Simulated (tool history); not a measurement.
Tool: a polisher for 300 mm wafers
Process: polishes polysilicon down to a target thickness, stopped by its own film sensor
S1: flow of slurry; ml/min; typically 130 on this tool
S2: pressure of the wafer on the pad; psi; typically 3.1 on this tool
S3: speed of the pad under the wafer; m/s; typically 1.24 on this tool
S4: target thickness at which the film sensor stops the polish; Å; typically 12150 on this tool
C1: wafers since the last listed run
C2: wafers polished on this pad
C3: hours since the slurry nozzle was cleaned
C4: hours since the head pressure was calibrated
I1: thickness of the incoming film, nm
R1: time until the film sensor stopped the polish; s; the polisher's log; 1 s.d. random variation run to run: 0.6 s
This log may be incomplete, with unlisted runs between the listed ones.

| run | hour | S1 | S2 | S3 | S4 | C1 | C2 | C3 | C4 | I1 | R1 |
|---|---|---|---|---|---|---|---|---|---|---|---|
| 1 | 0.0 | 130 | 3.1 | 1.24 | 12150 | 0 | 2632 | 130.5 | 895.4 | 1944.7 | 75.3 |
|  | 27.3 | worn pad replaced by a new one |
| 2 | 33.4 | 130 | 3.1 | 1.24 | 12150 | 345 | 71 | 163.9 | 928.8 | 1933.5 | 74.4 |
| 3 | 66.8 | 130 | 3.1 | 1.24 | 12150 | 392 | 464 | 197.3 | 962.2 | 1897.8 | 69.7 |
| 4 | 92.4 | 130 | 3.1 | 1.24 | 13260 | 300 | 764 | 222.9 | 987.8 | 1920.0 | 61.7 |
| 5 | 125.6 | 130 | 3.1 | 1.24 | 13260 | 390 | 1154 | 256.1 | 1021.0 | 1927.9 | 62.5 |
| 6 | 195.7 | 130 | 3.1 | 1.24 | 13260 | 823 | 1978 | 326.2 | 1091.1 | 1904.0 | 59.9 |
|  | 212.3 | slurry nozzle cleaned |
| 7 | 267.1 | 130 | 2.7 | 1.24 | 12150 | 827 | 2805 | 54.8 | 1162.5 | 1897.1 | 79.3 |
|  | 281.8 | worn pad replaced by a new one |
| 8 | 433.8 | 130 | 2.6 | 1.24 | 12150 | 1911 | 1786 | 221.5 | 1329.2 | 1943.5 | 90.2 |
| 9 | 477.0 | 130 | 2.6 | 1.24 | 12150 | 507 | 2294 | 264.7 | 1372.4 | 1898.3 | 84.3 |
| 10 | 512.4 | 130 | 2.6 | 1.24 | 12150 | 415 | 2710 | 300.1 | 1407.8 | 1900.5 | 84.7 |
|  | 519.3 | slurry nozzle cleaned |
|  | 547.1 | head pressure recalibrated |
|  | 581.2 | worn pad replaced by a new one |
| 11 | 597.6 | 130 | 3.1 | 1.24 | 14500 | 918 | 192 | 78.3 | 50.5 | 1934.4 | 49.4 |
| 12 | 628.0 | 130 | 4.0 | 0.96 | 12150 | 357 | 549 | 108.7 | 80.9 | 1933.8 | 68.1 |
| 13 | 675.8 | 130 | 2.6 | 1.24 | 11130 | 561 | 1111 | 156.5 | 128.7 | 1911.0 | 99.0 |
| 14 | 774.6 | 130 | 3.1 | 1.24 | 13490 | 1160 | 2272 | 255.3 | 227.5 | 1928.5 | 61.0 |
|  | 846.1 | slurry nozzle cleaned |
|  | 899.6 | worn pad replaced by a new one |
| 15 | 971.3 | 130 | 3.1 | 1.24 | 12150 | 2252 | 842 | 125.2 | 424.2 | 1936.7 | 72.7 |
| 16 | 1029.7 | 130 | 3.1 | 1.24 | 10820 | 686 | 1528 | 183.6 | 482.6 | 1919.8 | 86.4 |
| 17 | 1099.8 | 130 | 3.1 | 1.24 | 12150 | 823 | 2352 | 253.7 | 552.7 | 1915.9 | 72.6 |
|  | 1145.7 | worn pad replaced by a new one |
| 18 | 1146.2 | 130 | 3.1 | 1.10 | 12150 | 498 | 5 | 300.1 | 599.1 | 1935.3 | 82.2 |
|  | 1185.4 | slurry nozzle cleaned |
| 19 | 1186.1 | 165 | 4.0 | 1.54 | 10800 | 457 | 462 | 0.7 | 639.0 | 1942.1 | 52.9 |
| 20 | 1391.7 | 130 | 3.1 | 1.62 | 12150 | 2415 | 2878 | 206.3 | 844.6 | 1916.6 | 58.4 |
| 21 | 1416.9 | 145 | 3.1 | 1.52 | 12150 | 296 | 3174 | 231.5 | 869.8 | 1890.7 | 58.3 |

Selected run-to-run steps in R1, each split into two signed amounts: the part the tool would show with no hidden state at all (from settings, incoming material and random variation), and the remainder, which goes to the hidden state together with any gauge scatter not common to the measured and the hidden-state-free results:
The tool's hidden condition here consists of: removal rate lost through wear of the pad, %; slurry flow missing at the pad, %; deviation of the head's pressure from its setpoint, %.
Run 10 -> 11: S2 2.6 -> 3.1, S4 12150 -> 14500, slurry nozzle cleaned, head pressure recalibrated, worn pad replaced by a new one. R1 -35.3 s: hidden state -3.7, all else -31.6.
Run 13 -> 14: S2 2.6 -> 3.1, S4 11130 -> 13490. R1 -38.0 s: hidden state -1.2, all else -36.8.
Run 18 -> 19: S1 130 -> 165, S2 3.1 -> 4.0, S3 1.10 -> 1.54, S4 12150 -> 10800, slurry nozzle cleaned. R1 -29.3 s: hidden state -4.8, all else -24.5.
